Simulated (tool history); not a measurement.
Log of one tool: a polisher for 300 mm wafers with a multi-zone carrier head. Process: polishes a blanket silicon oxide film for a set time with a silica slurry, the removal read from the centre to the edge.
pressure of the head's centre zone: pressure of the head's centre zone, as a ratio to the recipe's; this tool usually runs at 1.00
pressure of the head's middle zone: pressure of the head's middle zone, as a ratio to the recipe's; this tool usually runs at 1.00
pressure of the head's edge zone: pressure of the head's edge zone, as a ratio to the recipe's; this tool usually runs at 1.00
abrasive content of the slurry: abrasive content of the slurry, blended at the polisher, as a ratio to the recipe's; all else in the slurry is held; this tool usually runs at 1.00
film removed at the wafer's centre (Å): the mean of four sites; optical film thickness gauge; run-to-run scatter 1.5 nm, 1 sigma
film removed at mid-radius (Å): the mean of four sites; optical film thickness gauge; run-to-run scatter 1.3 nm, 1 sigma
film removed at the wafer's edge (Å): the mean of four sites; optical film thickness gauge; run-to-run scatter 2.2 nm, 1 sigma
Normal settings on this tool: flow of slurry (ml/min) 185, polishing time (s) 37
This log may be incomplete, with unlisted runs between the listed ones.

run,day,flow of slurry (ml/min),pressure of the head's centre zone,pressure of the head's middle zone,pressure of the head's edge zone,abrasive content of the slurry,polishing time (s),"incoming thickness of the incoming film, nm",film removed at the wafer's centre (Å),film removed at mid-radius (Å),film removed at the wafer's edge (Å)
1,0.000,150,1.04,1.00,1.00,1.00,41,831.6,1753,1605,1603
2,1.704,125,1.00,0.94,1.09,1.00,37,813.7,1432,1299,1407
3,4.325,185,1.00,1.00,1.00,1.00,42,833.3,1769,1652,1668
# day 6.525: centre zone pressure recalibrated
4,7.696,185,1.07,1.00,1.00,0.75,37,832.7,1338,1176,1174
# day 8.825: edge zone pressure recalibrated
5,10.658,185,1.03,1.00,1.00,1.00,37,837.1,1568,1440,1441
6,13.696,185,1.00,1.00,1.00,0.80,37,832.8,1307,1235,1254
7,15.646,185,1.00,1.00,1.00,1.00,37,841.1,1503,1407,1417
8,17.488,185,1.00,1.09,0.96,1.00,37,843.4,1520,1502,1384
# day 19.288: slurry nozzle cleaned
9,21.054,185,1.00,1.00,1.00,1.00,37,837.8,1487,1405,1397
10,25.550,185,1.03,1.11,1.08,1.00,37,814.8,1546,1536,1426
# day 26.304: worn pad replaced by a new one
11,27.917,155,1.00,1.00,1.00,0.90,37,827.8,1428,1364,1370
# day 28.583: carrier head's membrane replaced by a new one
12,31.512,185,1.08,0.94,1.00,1.00,37,823.8,1704,1379,1438
# day 31.892: centre zone pressure recalibrated
13,33.117,185,1.00,1.00,1.00,1.10,43,843.4,1905,1771,1808
14,36.138,185,0.89,1.00,0.94,1.00,37,829.4,1368,1410,1461
15,39.888,185,1.00,1.11,1.00,1.00,37,834.2,1557,1551,1410

Run 16 is up next; what results do you expect?
16,41.588,230,1.00,1.00,1.00,1.25,30,834.8,?,?,?

film removed at the wafer's centre (Å): 1451
film removed at mid-radius (Å): 1351
film removed at the wafer's edge (Å): 1341
Were there no unlogged condition in the tool, this run, its random variation unchanged, would have produced film removed at the wafer's centre (Å) 1561, film removed at mid-radius (Å) 1454, film removed at the wafer's edge (Å) 1443.
